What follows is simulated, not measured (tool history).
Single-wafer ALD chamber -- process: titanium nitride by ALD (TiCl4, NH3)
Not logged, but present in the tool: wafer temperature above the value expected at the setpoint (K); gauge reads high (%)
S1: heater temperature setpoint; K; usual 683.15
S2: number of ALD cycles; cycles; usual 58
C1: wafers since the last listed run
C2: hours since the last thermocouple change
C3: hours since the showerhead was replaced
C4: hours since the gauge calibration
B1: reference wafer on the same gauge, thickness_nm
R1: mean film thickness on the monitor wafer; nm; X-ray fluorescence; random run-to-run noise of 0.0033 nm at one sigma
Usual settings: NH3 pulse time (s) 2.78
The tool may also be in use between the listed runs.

{"run": 1, "hour": 0.0, "S1": 672.15, "S2": 58, "NH3 pulse time (s)": 2.78, "C1": 0, "C2": 1591.6, "C3": 3531.8, "C4": 182.9, "B1": 1.24, "R1": 1.32}
{"run": 2, "hour": 15.6, "S1": 689.15, "S2": 58, "NH3 pulse time (s)": 2.11, "C1": 59, "C2": 1607.2, "C3": 3547.4, "C4": 198.5, "B1": 1.24, "R1": 1.302}
{"run": 3, "hour": 41.9, "S1": 689.15, "S2": 58, "NH3 pulse time (s)": 2.11, "C1": 99, "C2": 1633.5, "C3": 3573.7, "C4": 224.8, "B1": 1.24, "R1": 1.302}
{"run": 4, "hour": 55.8, "S1": 689.15, "S2": 58, "NH3 pulse time (s)": 2.11, "C1": 52, "C2": 1647.4, "C3": 3587.6, "C4": 238.7, "B1": 1.239, "R1": 1.303}
{"hour": 60.3, "done": "gauge calibrated"}
{"run": 5, "hour": 62.1, "S1": 683.15, "S2": 58, "NH3 pulse time (s)": 2.78, "C1": 23, "C2": 1653.7, "C3": 3593.9, "C4": 1.8, "B1": 1.24, "R1": 1.317}
{"run": 6, "hour": 78.6, "S1": 683.15, "S2": 58, "NH3 pulse time (s)": 2.78, "C1": 62, "C2": 1670.2, "C3": 3610.4, "C4": 18.3, "B1": 1.241, "R1": 1.319}
{"run": 7, "hour": 92.3, "S1": 683.15, "S2": 58, "NH3 pulse time (s)": 2.78, "C1": 51, "C2": 1683.9, "C3": 3624.1, "C4": 32, "B1": 1.24, "R1": 1.322}
{"run": 8, "hour": 104.6, "S1": 683.15, "S2": 54, "NH3 pulse time (s)": 2.78, "C1": 46, "C2": 1696.2, "C3": 3636.4, "C4": 44.3, "B1": 1.24, "R1": 1.227}
{"run": 9, "hour": 118.6, "S1": 683.15, "S2": 54, "NH3 pulse time (s)": 2.78, "C1": 53, "C2": 1710.2, "C3": 3650.4, "C4": 58.3, "B1": 1.24, "R1": 1.233}
{"run": 10, "hour": 127.5, "S1": 683.15, "S2": 58, "NH3 pulse time (s)": 2.43, "C1": 33, "C2": 1719.1, "C3": 3659.3, "C4": 67.2, "B1": 1.24, "R1": 1.319}
{"run": 11, "hour": 134.7, "S1": 683.15, "S2": 58, "NH3 pulse time (s)": 2.78, "C1": 27, "C2": 1726.3, "C3": 3666.5, "C4": 74.4, "B1": 1.239, "R1": 1.324}
{"run": 12, "hour": 149.4, "S1": 683.15, "S2": 58, "NH3 pulse time (s)": 2.78, "C1": 55, "C2": 1741, "C3": 3681.2, "C4": 89.1, "B1": 1.24, "R1": 1.321}
{"run": 13, "hour": 165.9, "S1": 683.15, "S2": 61, "NH3 pulse time (s)": 2.78, "C1": 62, "C2": 1757.5, "C3": 3697.7, "C4": 105.6, "B1": 1.24, "R1": 1.384}
{"run": 14, "hour": 181.8, "S1": 683.15, "S2": 61, "NH3 pulse time (s)": 2.78, "C1": 60, "C2": 1773.4, "C3": 3713.6, "C4": 121.5, "B1": 1.239, "R1": 1.388}
{"run": 15, "hour": 197.7, "S1": 683.15, "S2": 58, "NH3 pulse time (s)": 2.78, "C1": 60, "C2": 1789.3, "C3": 3729.5, "C4": 137.4, "B1": 1.239, "R1": 1.313}
{"hour": 206.7, "done": "showerhead replaced"}
{"run": 16, "hour": 207.4, "S1": 683.15, "S2": 58, "NH3 pulse time (s)": 2.78, "C1": 6, "C2": 1799, "C3": 0.7, "C4": 147.1, "B1": 1.241, "R1": 1.321}
{"run": 17, "hour": 218.2, "S1": 679.15, "S2": 61, "NH3 pulse time (s)": 3.52, "C1": 40, "C2": 1809.8, "C3": 11.5, "C4": 157.9, "B1": 1.24, "R1": 1.407}
{"hour": 233.8, "done": "thermocouple changed; heater temperature recalibrated"}
{"run": 18, "hour": 234.3, "S1": 683.15, "S2": 58, "NH3 pulse time (s)": 2.78, "C1": 30, "C2": 0.5, "C3": 27.6, "C4": 174, "B1": 1.24, "R1": 1.322}

Run 19 has not been measured yet. What should we expect?
{"run": 19, "hour": 248.6, "S1": 683.15, "S2": 58, "NH3 pulse time (s)": 2.78, "C1": 54, "C2": 14.8, "C3": 41.9, "C4": 188.3, "B1": "?", "R1": "?"}

{"run 19": {"B1": 1.241, "R1": 1.318}}
Minus the tool's unlogged condition, the same run would have read R1 1.318 nm.
